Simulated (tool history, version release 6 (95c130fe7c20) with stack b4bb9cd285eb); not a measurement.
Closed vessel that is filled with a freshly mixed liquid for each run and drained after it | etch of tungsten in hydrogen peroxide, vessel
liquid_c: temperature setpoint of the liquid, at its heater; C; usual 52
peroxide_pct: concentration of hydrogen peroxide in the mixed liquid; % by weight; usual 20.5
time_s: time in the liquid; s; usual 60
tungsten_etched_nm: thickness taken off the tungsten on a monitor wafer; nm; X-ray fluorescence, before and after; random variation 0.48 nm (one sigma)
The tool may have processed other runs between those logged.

run   hour  liquid_c  peroxide_pct  time_s  wafers since the last listed run  hours since the thermometer was replaced  hours since the peroxide flow meter was replaced  hours since the drum of peroxide was connected  hours since the gauge calibration  read-back film thickness of the tungsten reference wafer, read on the same gauge (nm)  tungsten_etched_nm
  1      0        52          20.5      60                                 0                                     563.4                                            1050.9                                           232.9                                7.4                                                                                  60.01               49.28
  2   37.9        52          20.5      60                              2306                                     601.3                                            1088.8                                           270.8                               45.3                                                                                  59.99               48.27
  3   53.2        52          20.5      60                               931                                     616.6                                            1104.1                                           286.1                               60.6                                                                                  60.01               48.47
  4   71.1        52          20.5      60                              1089                                     634.5                                              1122                                             304                               78.5                                                                                  60.02               47.86
  5   78.2        52          20.5      60                               432                                     641.6                                            1129.1                                           311.1                               85.6                                                                                  59.99               47.97
        93  -- peroxide flow meter replaced
  6   95.7        52          20.5      60                              1004                                     659.1                                               2.7                                           328.6                              103.1                                                                                  60.01               47.92
     102.4  -- gauge calibrated
  7  103.5        52          20.5      60                               474                                     666.9                                              10.5                                           336.4                                1.1                                                                                  59.99               47.55
     107.9  -- new drum of peroxide connected
  8  118.4        52          20.5      60                               845                                     681.8                                              25.4                                            10.5                                 16                                                                                  59.99               47.19
  9  135.7        56          20.5      60                              1052                                     699.1                                              42.7                                            27.8                               33.3                                                                                     60               61.14
       141  -- thermometer replaced
 10  142.3        52          20.5      80                               340                                       1.3                                              49.3                                            34.4                               39.9                                                                                  59.98               76.06
 11  158.3        52          20.5      90                               973                                      17.3                                              65.3                                            50.4                               55.9                                                                                     60               84.76
 12  171.2        55          18.5      45                               785                                      30.2                                              78.2                                            63.3                               68.8                                                                                  59.97               48.98
 13  178.7      56.5          20.5      60                               456                                      37.7                                              85.7                                            70.8                               76.3                                                                                  59.98               73.44
 14  188.1      59.5          20.5      75                               572                                      47.1                                              95.1                                            80.2                               85.7                                                                                  59.98              108.94
 15  194.6        52          20.5      60                               395                                      53.6                                             101.6                                            86.7                               92.2                                                                                  60.01               56.47
 16  208.5        52          25.5      80                               845                                      67.5                                             115.5                                           100.6                              106.1                                                                                  59.99               83.59

Results for each run, recomputed without the tool's hidden state and with each run's random variation untouched:
Hidden state present: liquid colder than its thermometer reads (K); peroxide flow above the setpoint (%); peroxide weaker than its label (%); gauge reads high (%).
run  tungsten_etched_nm
  1               57.38
  2               56.72
  3               57.17
  4               56.73
  5               56.96
  6               57.15
  7               56.81
  8               56.59
  9                73.3
 10                76.2
 11               85.22
 12               49.38
 13               74.17
 14              110.27
 15               57.29
 16               85.12
